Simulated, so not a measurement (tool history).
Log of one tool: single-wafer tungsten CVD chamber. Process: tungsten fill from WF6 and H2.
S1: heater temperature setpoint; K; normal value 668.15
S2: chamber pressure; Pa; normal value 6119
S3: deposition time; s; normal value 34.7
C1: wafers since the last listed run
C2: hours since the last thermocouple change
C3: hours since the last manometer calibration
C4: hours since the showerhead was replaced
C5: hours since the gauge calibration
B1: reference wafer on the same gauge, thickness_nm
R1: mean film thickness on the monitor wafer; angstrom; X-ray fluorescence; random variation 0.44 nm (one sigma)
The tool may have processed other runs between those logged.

{"run": 1, "hour": 0.0, "S1": 663.15, "S2": 6119, "S3": 34.7, "C1": 0, "C2": 2819.3, "C3": 896.2, "C4": 2671.2, "C5": 446.3, "B1": 121.073, "R1": 878.07}
{"run": 2, "hour": 17.9, "S1": 663.15, "S2": 6119, "S3": 34.7, "C1": 389, "C2": 2837.2, "C3": 914.1, "C4": 2689.1, "C5": 464.2, "B1": 120.852, "R1": 881.74}
{"run": 3, "hour": 26.0, "S1": 663.15, "S2": 6119, "S3": 34.7, "C1": 176, "C2": 2845.3, "C3": 922.2, "C4": 2697.2, "C5": 472.3, "B1": 121.025, "R1": 874.05}
{"hour": 50.5, "done": "capacitance manometer re-zeroed and calibrated"}
{"run": 4, "hour": 51.0, "S1": 662.15, "S2": 6119, "S3": 34.7, "C1": 369, "C2": 2870.3, "C3": 0.5, "C4": 2722.2, "C5": 497.3, "B1": 120.952, "R1": 827.63}
{"run": 5, "hour": 58.3, "S1": 662.15, "S2": 6119, "S3": 34.7, "C1": 158, "C2": 2877.6, "C3": 7.8, "C4": 2729.5, "C5": 504.6, "B1": 120.703, "R1": 826.79}
{"run": 6, "hour": 73.7, "S1": 662.15, "S2": 6119, "S3": 34.7, "C1": 335, "C2": 2893.0, "C3": 23.2, "C4": 2744.9, "C5": 520.0, "B1": 121.026, "R1": 824.81}
{"run": 7, "hour": 80.7, "S1": 668.15, "S2": 6119, "S3": 38.2, "C1": 152, "C2": 2900.0, "C3": 30.2, "C4": 2751.9, "C5": 527.0, "B1": 120.857, "R1": 1013.79}
{"run": 8, "hour": 93.0, "S1": 665.15, "S2": 6119, "S3": 34.7, "C1": 267, "C2": 2912.3, "C3": 42.5, "C4": 2764.2, "C5": 539.3, "B1": 121.125, "R1": 869.52}
{"run": 9, "hour": 103.9, "S1": 668.15, "S2": 6119, "S3": 34.7, "C1": 237, "C2": 2923.2, "C3": 53.4, "C4": 2775.1, "C5": 550.2, "B1": 121.021, "R1": 918.45}
{"run": 10, "hour": 118.3, "S1": 668.15, "S2": 6119, "S3": 34.7, "C1": 313, "C2": 2937.6, "C3": 67.8, "C4": 2789.5, "C5": 564.6, "B1": 121.161, "R1": 917.14}
{"run": 11, "hour": 128.3, "S1": 674.15, "S2": 6119, "S3": 34.7, "C1": 217, "C2": 2947.6, "C3": 77.8, "C4": 2799.5, "C5": 574.6, "B1": 121.052, "R1": 1015.62}
{"run": 12, "hour": 143.6, "S1": 657.15, "S2": 6119, "S3": 36.9, "C1": 332, "C2": 2962.9, "C3": 93.1, "C4": 2814.8, "C5": 589.9, "B1": 120.824, "R1": 803.86}
{"run": 13, "hour": 153.1, "S1": 675.15, "S2": 5626, "S3": 37.6, "C1": 206, "C2": 2972.4, "C3": 102.6, "C4": 2824.3, "C5": 599.4, "B1": 121.003, "R1": 1078.75}
{"run": 14, "hour": 166.6, "S1": 682.15, "S2": 6119, "S3": 34.7, "C1": 293, "C2": 2985.9, "C3": 116.1, "C4": 2837.8, "C5": 612.9, "B1": 121.206, "R1": 1160.18}
{"run": 15, "hour": 178.0, "S1": 672.15, "S2": 7013, "S3": 41.0, "C1": 248, "C2": 2997.3, "C3": 127.5, "C4": 2849.2, "C5": 624.3, "B1": 120.961, "R1": 1247.26}
{"run": 16, "hour": 191.6, "S1": 673.15, "S2": 4720, "S3": 28.0, "C1": 295, "C2": 3010.9, "C3": 141.1, "C4": 2862.8, "C5": 637.9, "B1": 120.906, "R1": 701.53}
{"hour": 199.0, "done": "gauge calibrated"}
{"run": 17, "hour": 200.9, "S1": 668.15, "S2": 6119, "S3": 34.7, "C1": 202, "C2": 3020.2, "C3": 150.4, "C4": 2872.1, "C5": 1.9, "B1": 120.686, "R1": 922.47}
{"run": 18, "hour": 215.9, "S1": 668.15, "S2": 6119, "S3": 34.7, "C1": 326, "C2": 3035.2, "C3": 165.4, "C4": 2887.1, "C5": 16.9, "B1": 121.332, "R1": 919.15}
{"run": 19, "hour": 225.2, "S1": 682.15, "S2": 7333, "S3": 30.7, "C1": 202, "C2": 3044.5, "C3": 174.7, "C4": 2896.4, "C5": 26.2, "B1": 120.998, "R1": 1109.95}
{"hour": 240.6, "done": "thermocouple changed; heater temperature recalibrated"}
{"hour": 246.8, "done": "showerhead replaced"}
{"run": 20, "hour": 247.3, "S1": 668.15, "S2": 6119, "S3": 32.2, "C1": 171, "C2": 6.7, "C3": 196.8, "C4": 0.5, "C5": 48.3, "B1": 120.884, "R1": 970.31}
{"run": 21, "hour": 250.9, "S1": 668.15, "S2": 6119, "S3": 34.7, "C1": 78, "C2": 10.3, "C3": 200.4, "C4": 4.1, "C5": 51.9, "B1": 121.114, "R1": 1045.86}
{"run": 22, "hour": 260.0, "S1": 668.15, "S2": 6119, "S3": 34.7, "C1": 198, "C2": 19.4, "C3": 209.5, "C4": 13.2, "C5": 61.0, "B1": 120.853, "R1": 1042.49}
{"run": 23, "hour": 274.1, "S1": 668.15, "S2": 5226, "S3": 34.7, "C1": 306, "C2": 33.5, "C3": 223.6, "C4": 27.3, "C5": 75.1, "B1": 120.733, "R1": 968.11}
{"run": 24, "hour": 283.4, "S1": 676.15, "S2": 7199, "S3": 29.1, "C1": 202, "C2": 42.8, "C3": 232.9, "C4": 36.6, "C5": 84.4, "B1": 121.016, "R1": 1080.88}
{"run": 25, "hour": 316.9, "S1": 678.15, "S2": 6119, "S3": 34.7, "C1": 728, "C2": 76.3, "C3": 266.4, "C4": 70.1, "C5": 117.9, "B1": 120.943, "R1": 1226.36}
{"run": 26, "hour": 333.9, "S1": 659.15, "S2": 7533, "S3": 40.4, "C1": 369, "C2": 93.3, "C3": 283.4, "C4": 87.1, "C5": 134.9, "B1": 120.908, "R1": 1151.35}
{"run": 27, "hour": 351.3, "S1": 660.15, "S2": 4693, "S3": 34.7, "C1": 378, "C2": 110.7, "C3": 300.8, "C4": 104.5, "C5": 152.3, "B1": 120.97, "R1": 803.77}
{"run": 28, "hour": 366.2, "S1": 680.15, "S2": 7119, "S3": 41.3, "C1": 324, "C2": 125.6, "C3": 315.7, "C4": 119.4, "C5": 167.2, "B1": 121.355, "R1": 1621.88}
{"run": 29, "hour": 381.4, "S1": 668.15, "S2": 6119, "S3": 34.7, "C1": 330, "C2": 140.8, "C3": 330.9, "C4": 134.6, "C5": 182.4, "B1": 121.109, "R1": 1053.01}
{"run": 30, "hour": 394.9, "S1": 668.15, "S2": 6119, "S3": 41.5, "C1": 293, "C2": 154.3, "C3": 344.4, "C4": 148.1, "C5": 195.9, "B1": 120.837, "R1": 1255.22}
{"run": 31, "hour": 407.4, "S1": 678.15, "S2": 6119, "S3": 41.0, "C1": 271, "C2": 166.8, "C3": 356.9, "C4": 160.6, "C5": 208.4, "B1": 121.036, "R1": 1450.3}
{"run": 32, "hour": 414.3, "S1": 679.15, "S2": 7146, "S3": 28.3, "C1": 150, "C2": 173.7, "C3": 363.8, "C4": 167.5, "C5": 215.3, "B1": 121.073, "R1": 1101.35}
{"run": 33, "hour": 430.9, "S1": 679.15, "S2": 7133, "S3": 37.1, "C1": 361, "C2": 190.3, "C3": 380.4, "C4": 184.1, "C5": 231.9, "B1": 121.048, "R1": 1451.54}
{"run": 34, "hour": 447.5, "S1": 673.15, "S2": 5400, "S3": 39.9, "C1": 361, "C2": 206.9, "C3": 397.0, "C4": 200.7, "C5": 248.5, "B1": 120.864, "R1": 1234.49}

4 ways to go on from here, each from the tool as it stands after run 34. What would each give?
{"run": "A", "hour": 447.9, "S1": 668.15, "S2": 5493, "S3": 34.7, "C1": 8, "C2": 207.3, "C3": 397.4, "C4": 201.1, "C5": 248.9, "B1": "?", "R1": "?"}
{"run": "B", "hour": 447.9, "S1": 659.15, "S2": 6813, "S3": 39.7, "C1": 8, "C2": 207.3, "C3": 397.4, "C4": 201.1, "C5": 248.9, "B1": "?", "R1": "?"}
{"run": "C", "hour": 447.9, "S1": 677.15, "S2": 6119, "S3": 34.7, "C1": 8, "C2": 207.3, "C3": 397.4, "C4": 201.1, "C5": 248.9, "B1": "?", "R1": "?"}
{"run": "D", "hour": 447.9, "S1": 668.15, "S2": 6786, "S3": 37.1, "C1": 8, "C2": 207.3, "C3": 397.4, "C4": 201.1, "C5": 248.9, "B1": "?", "R1": "?"}

run=A B1=121.279 R1=998.73
run=B B1=121.279 R1=1092.68
run=C B1=121.279 R1=1218.40
run=D B1=121.279 R1=1185.77
What these runs would have given with no unlogged condition in the tool:
run=A R1=960.64
run=B R1=1051.75
run=C R1=1173.07
run=D R1=1141.88

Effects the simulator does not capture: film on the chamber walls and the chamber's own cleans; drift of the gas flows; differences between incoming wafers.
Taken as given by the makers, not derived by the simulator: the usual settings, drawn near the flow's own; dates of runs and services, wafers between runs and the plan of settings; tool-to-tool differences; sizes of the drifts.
